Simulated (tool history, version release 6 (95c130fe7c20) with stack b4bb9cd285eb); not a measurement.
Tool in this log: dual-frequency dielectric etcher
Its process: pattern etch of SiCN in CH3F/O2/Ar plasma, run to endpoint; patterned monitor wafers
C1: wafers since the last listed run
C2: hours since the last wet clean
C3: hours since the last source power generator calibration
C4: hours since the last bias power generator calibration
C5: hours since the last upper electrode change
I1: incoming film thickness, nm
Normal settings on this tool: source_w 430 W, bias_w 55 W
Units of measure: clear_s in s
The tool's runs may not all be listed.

run 1 hour=0 | source_w=430 bias_w=59 | C1=0 C2=203.3 C3=3794.4 C4=2103.9 C5=1880.2 | I1=8.77 | clear_s=24.9
run 2 hour=35.7 | source_w=430 bias_w=59 | C1=554 C2=239 C3=3830.1 C4=2139.6 C5=1915.9 | I1=8.83 | clear_s=25.1
run 3 hour=58.7 | source_w=430 bias_w=59 | C1=357 C2=262 C3=3853.1 C4=2162.6 C5=1938.9 | I1=8.76 | clear_s=24.5
run 4 hour=80.6 | source_w=470 bias_w=55 | C1=339 C2=283.9 C3=3875 C4=2184.5 C5=1960.8 | I1=8.88 | clear_s=24.8
run 5 hour=101 | source_w=470 bias_w=55 | C1=316 C2=304.3 C3=3895.4 C4=2204.9 C5=1981.2 | I1=8.75 | clear_s=24.2
run 6 hour=116.1 | source_w=430 bias_w=55 | C1=234 C2=319.4 C3=3910.5 C4=2220 C5=1996.3 | I1=8.86 | clear_s=25.3
run 7 hour=142.8 | source_w=430 bias_w=55 | C1=414 C2=346.1 C3=3937.2 C4=2246.7 C5=2023 | I1=8.79 | clear_s=25.1
run 8 hour=156.2 | source_w=430 bias_w=55 | C1=207 C2=359.5 C3=3950.6 C4=2260.1 C5=2036.4 | I1=8.75 | clear_s=24.9
run 9 hour=185 | source_w=430 bias_w=51 | C1=447 C2=388.3 C3=3979.4 C4=2288.9 C5=2065.2 | I1=8.72 | clear_s=25.3
-- hour=214.8 wet clean of the chamber
run 10 hour=217.1 | source_w=430 bias_w=55 | C1=125 C2=2.3 C3=4011.5 C4=2321 C5=2097.3 | I1=8.79 | clear_s=26.2
run 11 hour=250.2 | source_w=430 bias_w=55 | C1=513 C2=35.4 C3=4044.6 C4=2354.1 C5=2130.4 | I1=8.73 | clear_s=25.8
run 12 hour=286.1 | source_w=430 bias_w=65 | C1=557 C2=71.3 C3=4080.5 C4=2390 C5=2166.3 | I1=8.82 | clear_s=25.2
run 13 hour=310 | source_w=490 bias_w=55 | C1=370 C2=95.2 C3=4104.4 C4=2413.9 C5=2190.2 | I1=8.78 | clear_s=24.5
run 14 hour=332.3 | source_w=430 bias_w=55 | C1=346 C2=117.5 C3=4126.7 C4=2436.2 C5=2212.5 | I1=8.78 | clear_s=25.7
-- hour=347.6 bias power generator calibrated
run 15 hour=348.1 | source_w=430 bias_w=47 | C1=183 C2=133.3 C3=4142.5 C4=0.5 C5=2228.3 | I1=8.75 | clear_s=26.9
-- hour=356.5 source power generator calibrated
run 16 hour=362 | source_w=470 bias_w=61 | C1=153 C2=147.2 C3=5.5 C4=14.4 C5=2242.2 | I1=8.8 | clear_s=24.2
run 17 hour=397 | source_w=370 bias_w=55 | C1=543 C2=182.2 C3=40.5 C4=49.4 C5=2277.2 | I1=8.83 | clear_s=27.6
-- hour=441.8 upper electrode replaced
run 18 hour=442.3 | source_w=430 bias_w=59 | C1=330 C2=227.5 C3=85.8 C4=94.7 C5=0.5 | I1=8.86 | clear_s=25
run 19 hour=452.4 | source_w=430 bias_w=55 | C1=156 C2=237.6 C3=95.9 C4=104.8 C5=10.6 | I1=8.81 | clear_s=25.8
run 20 hour=468.8 | source_w=520 bias_w=55 | C1=254 C2=254 C3=112.3 C4=121.2 C5=27 | I1=8.79 | clear_s=23.5
run 21 hour=491.8 | source_w=370 bias_w=46 | C1=357 C2=277 C3=135.3 C4=144.2 C5=50 | I1=8.84 | clear_s=28.7
run 22 hour=521.2 | source_w=360 bias_w=61 | C1=456 C2=306.4 C3=164.7 C4=173.6 C5=79.4 | I1=8.81 | clear_s=26.2
run 23 hour=546 | source_w=530 bias_w=47 | C1=384 C2=331.2 C3=189.5 C4=198.4 C5=104.2 | I1=8.79 | clear_s=24.2

Predict the results of run 24:
run 24 hour=578.7 | source_w=490 bias_w=66 | C1=507 C2=363.9 C3=222.2 C4=231.1 C5=136.9 | I1=8.75 | clear_s=?

{"run 24": {"clear_s": 22.4}}
Minus the tool's unlogged condition, the same run would have read clear_s 23.2 s.
